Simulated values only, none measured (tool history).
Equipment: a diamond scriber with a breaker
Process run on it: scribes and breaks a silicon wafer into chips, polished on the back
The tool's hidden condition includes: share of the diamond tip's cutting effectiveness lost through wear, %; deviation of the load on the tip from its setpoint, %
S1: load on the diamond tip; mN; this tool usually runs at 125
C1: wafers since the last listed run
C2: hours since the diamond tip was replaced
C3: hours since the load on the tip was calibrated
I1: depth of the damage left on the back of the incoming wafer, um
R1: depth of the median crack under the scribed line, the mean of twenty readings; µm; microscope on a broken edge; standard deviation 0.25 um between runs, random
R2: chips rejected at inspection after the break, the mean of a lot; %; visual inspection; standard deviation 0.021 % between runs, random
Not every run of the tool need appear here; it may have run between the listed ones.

| run | hour | S1 | C1 | C2 | C3 | I1 | R1 | R2 |
|---|---|---|---|---|---|---|---|---|
| 1 | 0 | 154 | 0 | 60.8 | 211.4 | 0.05 | 15.73 | 3.71 |
| 2 | 46 | 125 | 104 | 106.8 | 257.4 | 0.05 | 12.61 | 0.39 |
| 3 | 75.3 | 125 | 66 | 136.1 | 286.7 | 0.02 | 13.24 | 0.41 |
| 4 | 134.1 | 125 | 133 | 194.9 | 345.5 | 0.03 | 13.02 | 0.35 |
| 5 | 174 | 125 | 90 | 234.8 | 385.4 | 0.02 | 13.14 | 0.37 |
| 6 | 234.3 | 125 | 136 | 295.1 | 445.7 | 0.05 | 12.84 | 0.44 |
| 7 | 285.1 | 143 | 115 | 345.9 | 496.5 | 0.03 | 15 | 1.74 |
| 8 | 320.1 | 143 | 79 | 380.9 | 531.5 | 0.03 | 14.22 | 1.41 |
| 9 | 389.2 | 140 | 156 | 450 | 600.6 | 0.01 | 14.34 | 1.03 |
| 10 | 417.1 | 140 | 63 | 477.9 | 628.5 | 0.02 | 14.23 | 1.04 |
| 11 | 468.8 | 139 | 117 | 529.6 | 680.2 | 0.01 | 14.07 | 0.96 |
| 12 | 530.1 | 139 | 139 | 590.9 | 741.5 | 0.01 | 13.68 | 0.86 |
| 13 | 560.6 | 139 | 69 | 621.4 | 772 | 0.03 | 13.41 | 0.67 |
| 14 | 623 | 146 | 141 | 683.8 | 834.4 | 0.04 | 14.24 | 1.3 |
|  | 674 | load on the tip recalibrated |
| 15 | 681.1 | 125 | 127 | 741.9 | 7.1 | 0.01 | 12.46 | 0.75 |
| 16 | 710.8 | 125 | 67 | 771.6 | 36.8 | 0.04 | 12.41 | 0.76 |
| 17 | 768.3 | 125 | 130 | 829.1 | 94.3 | 0.04 | 12.48 | 0.89 |
| 18 | 795.3 | 104 | 61 | 856.1 | 121.3 | 0.04 | 10.67 | 6.22 |
| 19 | 848.8 | 160 | 121 | 909.6 | 174.8 | 0.03 | 14.96 | 2.26 |
| 20 | 917.5 | 151 | 155 | 978.3 | 243.5 | 0.02 | 14.38 | 1.01 |
| 21 | 977.6 | 145 | 136 | 1038.4 | 303.6 | 0.02 | 13.28 | 0.45 |
| 22 | 1017 | 125 | 89 | 1077.8 | 343 | 0.01 | 11.91 | 1.61 |
| 23 | 1061.3 | 102 | 100 | 1122.1 | 387.3 | 0.03 | 9.73 | 10.78 |
| 24 | 1110.1 | 92 | 110 | 1170.9 | 436.1 | 0.04 | 8.64 | 17.64 |
| 25 | 1142.9 | 93 | 74 | 1203.7 | 468.9 | 0.02 | 8.79 | 17.85 |
|  | 1177.9 | diamond tip replaced by a new one |
| 26 | 1180.3 | 160 | 80 | 2.4 | 506.3 | 0.03 | 12.54 | 0.51 |
| 27 | 1222.6 | 147 | 96 | 44.7 | 548.6 | 0.04 | 11.74 | 1.93 |
| 28 | 1259.7 | 140 | 84 | 81.8 | 585.7 | 0.04 | 11.47 | 3.21 |
| 29 | 1317.5 | 90 | 131 | 139.6 | 643.5 | 0.03 | 7.68 | 33.79 |
| 30 | 1479.2 | 89 | 367 | 301.3 | 805.2 | 0.03 | 7.76 | 31.52 |
|  | 1496.1 | load on the tip recalibrated |
| 31 | 1620.5 | 153 | 316 | 442.6 | 124.4 | 0.04 | 12.02 | 1.49 |
| 32 | 1670.2 | 155 | 112 | 492.3 | 174.1 | 0.03 | 11.76 | 1.62 |
|  | 1695.1 | diamond tip replaced by a new one, repeated, since the last time left the tool worse |
| 33 | 1721.5 | 88 | 111 | 26.4 | 225.4 | 0.02 | 9.82 | 12.38 |
| 34 | 1755.6 | 105 | 77 | 60.5 | 259.5 | 0.03 | 11.39 | 3.36 |
| 35 | 1808 | 125 | 118 | 112.9 | 311.9 | 0.02 | 12.93 | 0.37 |
| 36 | 1861.4 | 109 | 121 | 166.3 | 365.3 | 0.04 | 11.72 | 2.14 |
| 37 | 1912.9 | 158 | 116 | 217.8 | 416.8 | 0.02 | 15.82 | 4.53 |
| 38 | 1943.4 | 94 | 69 | 248.3 | 447.3 | 0.04 | 10.43 | 7.75 |
| 39 | 2011.7 | 115 | 155 | 316.6 | 515.6 | 0.03 | 12.2 | 1.18 |
| 40 | 2046.4 | 161 | 78 | 351.3 | 550.3 | 0.04 | 16.18 | 5.06 |
| 41 | 2114.3 | 125 | 154 | 419.2 | 618.2 | 0.01 | 12.83 | 0.42 |

The logged runs with the hidden state left out (each run's random variation unchanged):
| run | R1 | R2 |
|---|---|---|
| 1 | 15.75 | 3.77 |
| 2 | 12.63 | 0.39 |
| 3 | 13.27 | 0.41 |
| 4 | 13.07 | 0.35 |
| 5 | 13.22 | 0.36 |
| 6 | 12.95 | 0.43 |
| 7 | 15.17 | 2.06 |
| 8 | 14.41 | 1.73 |
| 9 | 14.6 | 1.39 |
| 10 | 14.52 | 1.46 |
| 11 | 14.42 | 1.47 |
| 12 | 14.1 | 1.47 |
| 13 | 13.86 | 1.22 |
| 14 | 14.83 | 2.38 |
| 15 | 13.07 | 0.42 |
| 16 | 13.07 | 0.4 |
| 17 | 13.24 | 0.4 |
| 18 | 11.37 | 3.34 |
| 19 | 16.08 | 5.04 |
| 20 | 15.64 | 3.47 |
| 21 | 14.61 | 2.21 |
| 22 | 13.21 | 0.35 |
| 23 | 10.89 | 4.29 |
| 24 | 9.77 | 8.76 |
| 25 | 10.02 | 8.35 |
| 26 | 15.81 | 4.89 |
| 27 | 14.81 | 2.83 |
| 28 | 14.48 | 1.58 |
| 29 | 9.71 | 11.64 |
| 30 | 9.89 | 10.94 |
| 31 | 15.5 | 3.62 |
| 32 | 15.26 | 4.74 |
| 33 | 9.82 | 12.35 |
| 34 | 11.4 | 3.34 |
| 35 | 12.95 | 0.37 |
| 36 | 11.75 | 2.06 |
| 37 | 15.89 | 4.72 |
| 38 | 10.49 | 7.44 |
| 39 | 12.3 | 1.02 |
| 40 | 16.35 | 5.57 |
| 41 | 13.03 | 0.39 |

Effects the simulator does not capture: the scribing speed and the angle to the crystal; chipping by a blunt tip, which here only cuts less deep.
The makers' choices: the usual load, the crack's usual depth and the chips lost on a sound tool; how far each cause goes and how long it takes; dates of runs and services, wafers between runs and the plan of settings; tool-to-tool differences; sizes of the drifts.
